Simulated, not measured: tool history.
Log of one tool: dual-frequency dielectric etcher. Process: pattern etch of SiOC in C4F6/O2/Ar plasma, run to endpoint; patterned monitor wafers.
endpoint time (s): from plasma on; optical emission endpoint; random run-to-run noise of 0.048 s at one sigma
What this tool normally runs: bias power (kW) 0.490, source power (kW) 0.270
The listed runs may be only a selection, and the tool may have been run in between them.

run     day  bias power (kW)  source power (kW)  wafers since the last listed run  hours since the last wet clean  hours since the last bias power generator calibration  hours since the last source power generator calibration  hours since the last upper electrode change  incoming incoming film thickness, nm  endpoint time (s)
  1   0.000            0.490              0.250                                 0                            70.6                                                 2855.4                                                   3371.0                                       4960.8                                 37.28               17.0
  2   2.400            0.490              0.250                              1119                           128.2                                                 2913.0                                                   3428.6                                       5018.4                                 36.88               16.8
  3   3.867            0.490              0.250                               683                           163.4                                                 2948.2                                                   3463.8                                       5053.6                                 37.70               17.3
  4   4.921            0.490              0.270                               491                           188.7                                                 2973.5                                                   3489.1                                       5078.9                                 37.20               16.4
  5   6.012            0.490              0.270                               509                           214.9                                                 2999.7                                                   3515.3                                       5105.1                                 37.20               16.5
  6   8.050            0.490              0.270                               950                           263.8                                                 3048.6                                                   3564.2                                       5154.0                                 37.15               16.3
  7   9.338            0.490              0.270                               600                           294.7                                                 3079.5                                                   3595.1                                       5184.9                                 37.42               16.6
     11.062  -- upper electrode replaced
  8  11.988            0.490              0.270                               769                           358.3                                                 3143.1                                                   3658.7                                         22.2                                 37.48               16.7
  9  13.567            0.573              0.200                               736                           396.2                                                 3181.0                                                   3696.6                                         60.1                                 37.25               18.3
     16.267  -- bias power generator calibrated
 10  16.288            0.575              0.310                              1191                           461.5                                                    0.5                                                   3761.9                                        125.4                                 37.15               14.6
 11  18.183            0.490              0.270                               884                           507.0                                                   46.0                                                   3807.4                                        170.9                                 37.25               16.6
 12  19.812            0.555              0.250                               759                           546.1                                                   85.1                                                   3846.5                                        210.0                                 37.12               16.5
     21.167  -- wet clean of the chamber
 13  21.912            0.595              0.250                               512                            17.9                                                  135.5                                                   3896.9                                        260.4                                 37.32               15.7
     22.583  -- source power generator calibrated
 14  24.096            0.490              0.270                               940                            70.3                                                  187.9                                                     36.3                                        312.8                                 37.05               16.1
 15  26.638            0.609              0.300                              1185                           131.3                                                  248.9                                                     97.3                                        373.8                                 36.95               14.1
 16  29.296            0.602              0.220                              1239                           195.1                                                  312.7                                                    161.1                                        437.6                                 37.05               16.7

Below are 3 alternative next runs, each starting from the tool's condition after run 16. Predict each:
  A  29.312            0.592              0.270                                 7                           195.5                                                  313.1                                                    161.5                                        438.0                                 37.40                  ?
  B  29.312            0.382              0.270                                 7                           195.5                                                  313.1                                                    161.5                                        438.0                                 37.40                  ?
  C  29.312            0.521              0.320                                 7                           195.5                                                  313.1                                                    161.5                                        438.0                                 37.40                  ?

run  endpoint time (s)
  A               15.3
  B               18.1
  C               14.8
Stripped of hidden state, with their random variation kept, the same runs would have yielded:
run  endpoint time (s)
  A               15.1
  B               17.8
  C               14.6

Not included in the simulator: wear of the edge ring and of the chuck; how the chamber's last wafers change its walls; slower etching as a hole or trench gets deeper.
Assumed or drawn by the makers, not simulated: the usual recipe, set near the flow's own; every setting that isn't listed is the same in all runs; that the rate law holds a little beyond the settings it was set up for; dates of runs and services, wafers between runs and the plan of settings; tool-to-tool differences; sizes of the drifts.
